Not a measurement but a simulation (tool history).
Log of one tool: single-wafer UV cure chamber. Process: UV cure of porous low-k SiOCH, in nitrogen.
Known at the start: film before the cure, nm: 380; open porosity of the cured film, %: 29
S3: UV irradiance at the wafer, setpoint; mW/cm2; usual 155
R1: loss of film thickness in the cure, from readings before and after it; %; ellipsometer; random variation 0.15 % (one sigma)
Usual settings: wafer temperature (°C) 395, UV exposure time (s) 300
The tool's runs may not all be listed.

{"run": 1, "hour": 0.0, "wafer temperature (°C)": 395, "UV exposure time (s)": 160, "S3": 155, "R1": 12.128}
{"run": 2, "hour": 15.6, "wafer temperature (°C)": 395, "UV exposure time (s)": 160, "S3": 155, "R1": 12.156}
{"run": 3, "hour": 26.1, "wafer temperature (°C)": 395, "UV exposure time (s)": 160, "S3": 155, "R1": 12.027}
{"run": 4, "hour": 39.4, "wafer temperature (°C)": 404, "UV exposure time (s)": 300, "S3": 155, "R1": 15.117}
{"run": 5, "hour": 65.7, "wafer temperature (°C)": 395, "UV exposure time (s)": 300, "S3": 155, "R1": 14.92}
{"run": 6, "hour": 79.8, "wafer temperature (°C)": 395, "UV exposure time (s)": 300, "S3": 155, "R1": 14.957}
{"run": 7, "hour": 93.5, "wafer temperature (°C)": 395, "UV exposure time (s)": 300, "S3": 155, "R1": 15.088}
{"run": 8, "hour": 109.8, "wafer temperature (°C)": 395, "UV exposure time (s)": 420, "S3": 155, "R1": 16.551}
{"run": 9, "hour": 125.6, "wafer temperature (°C)": 395, "UV exposure time (s)": 420, "S3": 155, "R1": 16.718}
{"run": 10, "hour": 140.8, "wafer temperature (°C)": 395, "UV exposure time (s)": 420, "S3": 155, "R1": 17}
{"run": 11, "hour": 152.4, "wafer temperature (°C)": 395, "UV exposure time (s)": 300, "S3": 155, "R1": 15.056}
{"run": 12, "hour": 161.8, "wafer temperature (°C)": 395, "UV exposure time (s)": 300, "S3": 155, "R1": 15.069}
{"run": 13, "hour": 173.1, "wafer temperature (°C)": 395, "UV exposure time (s)": 300, "S3": 155, "R1": 15.192}
{"run": 14, "hour": 183.0, "wafer temperature (°C)": 395, "UV exposure time (s)": 300, "S3": 131, "R1": 14.468}
{"hour": 194.2, "done": "quartz window cleaned"}
{"run": 15, "hour": 194.7, "wafer temperature (°C)": 395, "UV exposure time (s)": 300, "S3": 131, "R1": 13.765}
{"run": 16, "hour": 211.2, "wafer temperature (°C)": 401, "UV exposure time (s)": 300, "S3": 155, "R1": 14.571}
{"run": 17, "hour": 220.1, "wafer temperature (°C)": 404, "UV exposure time (s)": 225, "S3": 141, "R1": 12.858}
{"run": 18, "hour": 232.0, "wafer temperature (°C)": 412, "UV exposure time (s)": 355, "S3": 155, "R1": 15.528}
{"hour": 242.3, "done": "UV bulbs replaced"}
{"run": 19, "hour": 242.8, "wafer temperature (°C)": 409, "UV exposure time (s)": 455, "S3": 141, "R1": 16.452}
{"run": 20, "hour": 250.3, "wafer temperature (°C)": 412, "UV exposure time (s)": 355, "S3": 155, "R1": 15.099}
{"run": 21, "hour": 264.2, "wafer temperature (°C)": 383, "UV exposure time (s)": 300, "S3": 194, "R1": 14.995}
{"hour": 275.3, "done": "quartz window cleaned, repeated, since the last time left the tool worse"}
{"run": 22, "hour": 278.8, "wafer temperature (°C)": 395, "UV exposure time (s)": 300, "S3": 193, "R1": 16.777}
{"run": 23, "hour": 288.0, "wafer temperature (°C)": 379, "UV exposure time (s)": 215, "S3": 184, "R1": 14.627}
{"run": 24, "hour": 311.6, "wafer temperature (°C)": 395, "UV exposure time (s)": 300, "S3": 155, "R1": 15.395}

Run 25 comes next. What will it give?
{"run": 25, "hour": 346.4, "wafer temperature (°C)": 395, "UV exposure time (s)": 300, "S3": 131, "R1": "?"}

Run 25 gave R1 14.617 %.
Without the tool's hidden state the same run would have given R1 14.863 %.
